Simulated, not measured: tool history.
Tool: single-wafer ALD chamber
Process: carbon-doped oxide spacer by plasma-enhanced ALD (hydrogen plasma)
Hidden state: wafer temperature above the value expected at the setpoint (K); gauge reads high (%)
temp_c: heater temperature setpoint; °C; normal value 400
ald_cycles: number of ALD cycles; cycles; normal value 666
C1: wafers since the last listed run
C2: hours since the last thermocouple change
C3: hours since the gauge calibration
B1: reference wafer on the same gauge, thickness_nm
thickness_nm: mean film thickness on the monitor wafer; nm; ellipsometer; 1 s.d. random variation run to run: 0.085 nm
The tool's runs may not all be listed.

run 1 day=0 | temp_c=392 ald_cycles=666 | C1=0 C2=1902 C3=146.2 | B1=34.5 | thickness_nm=33.826
run 2 day=0.371 | temp_c=392 ald_cycles=666 | C1=7 C2=1910.9 C3=155.1 | B1=34.522 | thickness_nm=33.917
run 3 day=1.746 | temp_c=400 ald_cycles=604 | C1=26 C2=1943.9 C3=188.1 | B1=34.514 | thickness_nm=30.911
run 4 day=2.188 | temp_c=400 ald_cycles=604 | C1=8 C2=1954.5 C3=198.7 | B1=34.494 | thickness_nm=30.584
run 5 day=2.529 | temp_c=400 ald_cycles=604 | C1=6 C2=1962.7 C3=206.9 | B1=34.517 | thickness_nm=30.707
run 6 day=2.962 | temp_c=400 ald_cycles=666 | C1=8 C2=1973.1 C3=217.3 | B1=34.48 | thickness_nm=33.96
run 7 day=3.246 | temp_c=400 ald_cycles=666 | C1=5 C2=1979.9 C3=224.1 | B1=34.49 | thickness_nm=33.911
run 8 day=3.592 | temp_c=400 ald_cycles=666 | C1=6 C2=1988.2 C3=232.4 | B1=34.464 | thickness_nm=33.759
run 9 day=4.042 | temp_c=400 ald_cycles=666 | C1=8 C2=1999 C3=243.2 | B1=34.518 | thickness_nm=33.835
run 10 day=4.65 | temp_c=400 ald_cycles=666 | C1=11 C2=2013.6 C3=257.8 | B1=34.536 | thickness_nm=33.703
run 11 day=5.238 | temp_c=400 ald_cycles=666 | C1=11 C2=2027.7 C3=271.9 | B1=34.509 | thickness_nm=33.881
run 12 day=5.754 | temp_c=400 ald_cycles=666 | C1=9 C2=2040.1 C3=284.3 | B1=34.488 | thickness_nm=33.677

Forecast run 13:
run 13 day=6.425 | temp_c=406 ald_cycles=628 | C1=12 C2=2056.2 C3=300.4 | B1=? | thickness_nm=?

Run 13 gave B1 34.513, thickness_nm 31.297 nm.
Take away the tool's hidden state, keep the run-to-run variation as it was, and the same run would have given thickness_nm 31.297 nm.
